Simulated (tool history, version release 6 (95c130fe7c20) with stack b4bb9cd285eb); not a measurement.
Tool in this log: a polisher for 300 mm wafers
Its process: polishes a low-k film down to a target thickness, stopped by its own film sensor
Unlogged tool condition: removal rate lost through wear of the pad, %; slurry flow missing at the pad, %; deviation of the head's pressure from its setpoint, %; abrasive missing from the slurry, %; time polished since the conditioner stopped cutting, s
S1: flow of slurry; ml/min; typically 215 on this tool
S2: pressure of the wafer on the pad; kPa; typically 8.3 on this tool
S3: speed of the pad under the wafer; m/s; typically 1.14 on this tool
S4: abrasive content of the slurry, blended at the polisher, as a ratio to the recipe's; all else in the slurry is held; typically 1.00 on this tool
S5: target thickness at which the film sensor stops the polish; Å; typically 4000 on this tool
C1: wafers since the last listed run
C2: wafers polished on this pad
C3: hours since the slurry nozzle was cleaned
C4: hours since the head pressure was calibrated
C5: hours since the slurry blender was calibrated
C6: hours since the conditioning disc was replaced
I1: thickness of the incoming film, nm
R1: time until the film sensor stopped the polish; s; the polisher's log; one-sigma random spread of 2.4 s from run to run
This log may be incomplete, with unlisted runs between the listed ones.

run,hour,S1,S2,S3,S4,S5,C1,C2,C3,C4,C5,C6,I1,R1
1,0.0,180,8.3,1.14,1.00,4000,0,859,186.4,756.8,48.3,167.6,437.9,124.5
2,18.0,180,8.3,1.14,1.00,4000,171,1030,204.4,774.8,66.3,185.6,435.0,116.3
# hour 21.3: slurry nozzle cleaned
3,45.0,180,8.3,1.14,1.00,4000,247,1277,23.7,801.8,93.3,212.6,438.9,128.1
# hour 62.3: worn pad replaced by a new one
4,73.4,215,8.3,1.14,1.00,4000,231,105,52.1,830.2,121.7,241.0,445.2,150.9
5,97.3,215,8.3,1.14,1.00,4000,227,332,76.0,854.1,145.6,264.9,440.4,136.0
6,117.0,215,8.3,1.14,1.00,4000,187,520,95.7,873.8,165.3,284.6,435.9,117.1
7,146.8,215,8.3,1.14,1.00,3900,283,803,125.5,903.6,195.1,314.4,448.2,202.0
# hour 149.6: head pressure recalibrated
# hour 153.6: conditioning disc replaced and pad reconditioned
8,165.0,215,8.3,1.14,1.25,4000,134,938,143.7,15.4,213.3,11.4,445.5,134.6
9,183.4,215,8.3,1.14,1.25,4000,174,1112,162.1,33.8,231.7,29.8,442.1,129.3
10,212.6,190,6.2,0.84,1.30,4000,277,1390,191.3,63.0,260.9,59.0,443.4,195.0
# hour 218.3: slurry nozzle cleaned
# hour 240.8: worn pad replaced by a new one, of another model than before
11,247.1,215,6.2,1.04,0.85,4000,280,59,28.8,97.5,295.4,93.5,443.0,226.3
# hour 252.7: slurry blender recalibrated
12,262.2,215,8.3,1.14,1.00,4000,124,183,43.9,112.6,9.5,108.6,446.9,145.3
13,286.9,215,8.3,0.74,1.10,4000,234,418,68.6,137.3,34.2,133.3,446.4,205.4
14,320.4,155,8.3,1.34,1.00,4060,318,736,102.1,170.8,67.7,166.8,441.1,105.5
15,337.9,150,8.3,1.14,1.00,4000,166,903,119.6,188.3,85.2,184.3,440.4,139.5
16,369.9,155,8.3,1.34,1.00,4060,304,1207,151.6,220.3,117.2,216.3,448.6,128.0
17,386.6,270,6.9,1.14,1.15,4000,158,1365,168.3,237.0,133.9,233.0,434.2,107.0
18,399.6,215,8.3,1.36,1.00,4000,123,1489,181.3,250.0,146.9,246.0,443.4,124.0

Some steps in R1 between neighbouring runs. How much of each would the tool show without its hidden state too (settings, what came in, random variation), and how much is left for the hidden state, with any gauge scatter that isn't in both results?
Run 11 -> 12: S2 6.2 -> 8.3, S3 1.04 -> 1.14, S4 0.85 -> 1.00, slurry blender recalibrated. R1 -81.0 s: hidden state -46.9, all else -34.1.
Run 13 -> 14: S1 215 -> 155, S3 0.74 -> 1.34, S4 1.10 -> 1.00, S5 4000 -> 4060. R1 -99.9 s: hidden state -0.5, all else -99.4.

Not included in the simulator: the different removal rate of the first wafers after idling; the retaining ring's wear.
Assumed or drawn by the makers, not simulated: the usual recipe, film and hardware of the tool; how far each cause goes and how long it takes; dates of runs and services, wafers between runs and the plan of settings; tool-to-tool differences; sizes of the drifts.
